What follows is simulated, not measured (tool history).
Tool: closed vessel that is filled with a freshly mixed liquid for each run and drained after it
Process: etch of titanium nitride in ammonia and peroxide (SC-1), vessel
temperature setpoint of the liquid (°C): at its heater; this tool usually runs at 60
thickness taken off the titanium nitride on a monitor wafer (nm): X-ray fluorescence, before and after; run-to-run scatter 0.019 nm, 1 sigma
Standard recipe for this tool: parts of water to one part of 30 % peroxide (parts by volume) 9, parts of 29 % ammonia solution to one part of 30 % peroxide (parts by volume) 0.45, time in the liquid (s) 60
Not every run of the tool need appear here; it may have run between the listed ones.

run	hour	temperature setpoint of the liquid (°C)	parts of water to one part of 30 % peroxide (parts by volume)	parts of 29 % ammonia solution to one part of 30 % peroxide (parts by volume)	time in the liquid (s)	read-back film thickness of the titanium nitride reference wafer, read on the same gauge (nm)	thickness taken off the titanium nitride on a monitor wafer (nm)
1	0	60	9	0.45	60	30	8.11
# hour 5.8: gauge calibrated
2	7.5	60	9	0.45	60	30.03	8.12
3	19.2	60	9	0.45	60	29.96	8.14
4	31.5	60	9	0.45	60	29.95	8.11
5	48.4	60	9	0.45	60	29.99	8.07
6	56.4	55.5	9	0.45	75	29.99	7.46
# hour 63: ammonia flow meter replaced
7	72.4	55.5	9	0.45	75	29.99	7.46
# hour 79.2: new drum of ammonia solution connected
8	81	60	9	0.3	60	30.04	7.49
# hour 89.4: gauge calibrated
9	94.4	60	9	0.5	60	29.99	8.16
10	105.5	66.5	9	0.35	60	30.01	11.73
# hour 108.2: thermometer replaced
11	113	60	9	0.45	60	30	9.52
12	123.4	60	9	0.45	60	29.96	9.48
13	140.7	60	9	0.45	35	29.95	5.51
14	149.1	64	11	0.6	90	29.98	17.32

Alternative continuations, all from the tool just after run 14; predict every row:
A	149.8	60	9	0.45	60	?	?
B	149.8	60	9	0.35	60	?	?
C	149.8	60	9	0.55	60	?	?
D	149.8	55.5	9	0.6	70	?	?
E	149.8	54.5	6	0.6	45	?	?

run	read-back film thickness of the titanium nitride reference wafer, read on the same gauge (nm)	thickness taken off the titanium nitride on a monitor wafer (nm)
A	29.99	9.41
B	29.99	9
C	29.99	9.74
D	29.99	8.55
E	29.99	6.27
With no hidden state in the tool, these same runs would have given:
run	thickness taken off the titanium nitride on a monitor wafer (nm)
A	9.52
B	9.11
C	9.85
D	8.65
E	6.35
